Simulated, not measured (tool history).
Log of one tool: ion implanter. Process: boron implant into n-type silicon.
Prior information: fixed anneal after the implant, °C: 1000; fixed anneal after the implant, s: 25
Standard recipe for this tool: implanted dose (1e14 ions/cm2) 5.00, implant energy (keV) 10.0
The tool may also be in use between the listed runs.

run	hour	implanted dose (1e14 ions/cm2)	implant energy (keV)	wafers since the last listed run	hours since the last dose calibration	hours since the extraction supply was calibrated	hours since the gauge calibration	read-back reference wafer on the same gauge, sheet resistance	sheet resistance of the implanted and annealed layer (ohm/square)
1	0.0	5.00	12.0	0	1588.6	3078.9	94.7	238.02	225.92
# hour 11.1: gauge calibrated
2	13.5	6.01	7.5	394	1602.1	3092.4	2.4	237.98	203.11
3	26.4	6.01	7.5	376	1615.0	3105.3	15.3	237.98	203.28
4	34.9	6.01	7.5	248	1623.5	3113.8	23.8	238.07	203.27
5	43.2	5.00	10.0	242	1631.8	3122.1	32.1	238.07	229.54
6	59.8	5.00	10.0	484	1648.4	3138.7	48.7	237.93	229.39
7	77.6	5.00	10.0	519	1666.2	3156.5	66.5	237.93	229.34
8	91.1	5.72	8.0	394	1679.7	3170.0	80.0	238.00	209.61
# hour 103.1: extraction supply calibrated
9	104.5	5.72	8.0	157	1693.1	1.4	93.4	237.91	209.34
# hour 110.9: gauge calibrated
10	115.5	5.61	6.5	321	1704.1	12.4	4.6	237.99	218.80
# hour 133.6: Faraday cup replaced and dose calibrated
11	134.1	5.00	10.0	309	0.5	31.0	23.2	238.09	229.48
12	135.5	3.52	10.0	40	1.9	32.4	24.6	238.06	308.81
13	146.3	5.00	8.0	315	12.7	43.2	35.4	237.95	234.25
14	156.1	5.88	12.0	286	22.5	53.0	45.2	238.07	197.99
15	164.4	5.72	8.0	242	30.8	61.3	53.5	238.02	209.78
16	179.7	3.69	10.0	446	46.1	76.6	68.8	238.06	296.61
17	194.4	5.61	6.5	429	60.8	91.3	83.5	237.96	219.59

4 ways to go on from here, each from the tool as it stands after run 17. What would each give?
A	194.8	5.00	7.0	11	61.2	91.7	83.9	?	?
B	194.8	5.99	9.0	11	61.2	91.7	83.9	?	?
C	194.8	6.19	8.0	11	61.2	91.7	83.9	?	?
D	194.8	3.76	7.5	11	61.2	91.7	83.9	?	?

run	read-back reference wafer on the same gauge, sheet resistance	sheet resistance of the implanted and annealed layer (ohm/square)
A	238.01	238.64
B	238.01	200.08
C	238.01	197.60
D	238.01	301.32
What these runs would have given with no unlogged condition in the tool:
run	sheet resistance of the implanted and annealed layer (ohm/square)
A	238.64
B	200.08
C	197.60
D	301.32
